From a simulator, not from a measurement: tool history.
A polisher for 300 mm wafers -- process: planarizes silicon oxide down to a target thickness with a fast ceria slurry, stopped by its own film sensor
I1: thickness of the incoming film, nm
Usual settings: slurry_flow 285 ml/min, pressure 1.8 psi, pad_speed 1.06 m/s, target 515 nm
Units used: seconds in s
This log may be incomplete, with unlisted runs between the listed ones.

Run 1, hour 0: usual settings but slurry_flow 355 ml/min, pad_speed 1.36 m/s; I1 1082.5. Result: seconds 38.1 s.
Run 2, hour 10.1: usual settings but slurry_flow 355 ml/min, pad_speed 1.36 m/s; I1 1097.1. Result: seconds 39.8 s.
Run 3, hour 19.5: usual settings; I1 1070. Result: seconds 49.8 s.
Run 4, hour 34.7: usual settings; I1 1081.9. Result: seconds 51.2 s.
Run 5, hour 46.3: usual settings; I1 1083.8. Result: seconds 53.8 s.
Run 6, hour 59.3: usual settings; I1 1079.4. Result: seconds 52.4 s.
Run 7, hour 75.9: usual settings; I1 1072.4. Result: seconds 51.6 s.
Run 8, hour 86.2: usual settings; I1 1067.9. Result: seconds 54.6 s.
Run 9, hour 97.1: usual settings but pressure 2.1 psi, pad_speed 1.14 m/s; I1 1085.5. Result: seconds 47 s.
Run 10, hour 103.5: usual settings; I1 1104.5. Result: seconds 58.9 s.
Run 11, hour 139.5: usual settings; I1 1093.9. Result: seconds 50 s.
Run 12, hour 191.4: usual settings but pressure 1.3 psi, target 694 nm; I1 1076.6. Result: seconds 42.1 s.
Run 13, hour 204.5: usual settings; I1 1079.6. Result: seconds 53.1 s.
Run 14, hour 212.5: usual settings but slurry_flow 255 ml/min, pressure 1.3 psi; I1 1078.1. Result: seconds 69.2 s.
Run 15, hour 224.1: usual settings; I1 1073.8. Result: seconds 51.2 s.
Run 16, hour 237.9: usual settings but pad_speed 0.72 m/s, target 379 nm; I1 1080.7. Result: seconds 97.2 s.
Run 17, hour 247.2: usual settings but slurry_flow 250 ml/min, pressure 2.1 psi, target 367 nm; I1 1081. Result: seconds 53.4 s.
Run 18, hour 258.6: usual settings but pad_speed 1.26 m/s; I1 1072.4. Result: seconds 41.1 s.
Run 19, hour 267.8: usual settings; I1 1086.8. Result: seconds 48.5 s.
Run 20, hour 285.3: usual settings but slurry_flow 230 ml/min, pad_speed 1.36 m/s; I1 1082.4. Result: seconds 40.6 s.
Run 21, hour 295.5: usual settings but slurry_flow 320 ml/min, pressure 2 psi, pad_speed 0.76 m/s, target 359 nm; I1 1081.3. Result: seconds 83.6 s.
Run 22, hour 304.9: usual settings but pressure 2.1 psi; I1 1083.9. Result: seconds 45.6 s.
Run 23, hour 318.5: usual settings but target 575 nm; I1 1080.1. Result: seconds 47.6 s.

Between the runs listed above, the log contained 4 entries, not reproduced here. Where in the sequence does each belong, and how does what the log doesn't record of the tool's condition differ from the listed run before to the listed run after?
Runs 10 to 11: worn pad replaced by a new one (hour 122.4)
  removal rate lost through wear of the pad, %: 12.8 -> 2.6
  difference, measured minus the result without the unlogged condition, seconds: +7.5 -> +1.3 s
Runs 11 to 12: head pressure recalibrated (hour 142.6)
  removal rate lost through wear of the pad, %: 2.6 -> 6.92
  difference, measured minus the result without the unlogged condition, seconds: +1.3 -> +2.9 s
Runs 15 to 16: slurry nozzle cleaned (hour 226.3)
  removal rate lost through wear of the pad, %: 9.64 -> 10.8
  difference, measured minus the result without the unlogged condition, seconds: +4.9 -> +10.5 s
Runs 16 to 17: worn pad replaced by a new one (hour 246.8)
  removal rate lost through wear of the pad, %: 10.8 -> 0.103
  difference, measured minus the result without the unlogged condition, seconds: +10.5 -> +0 s
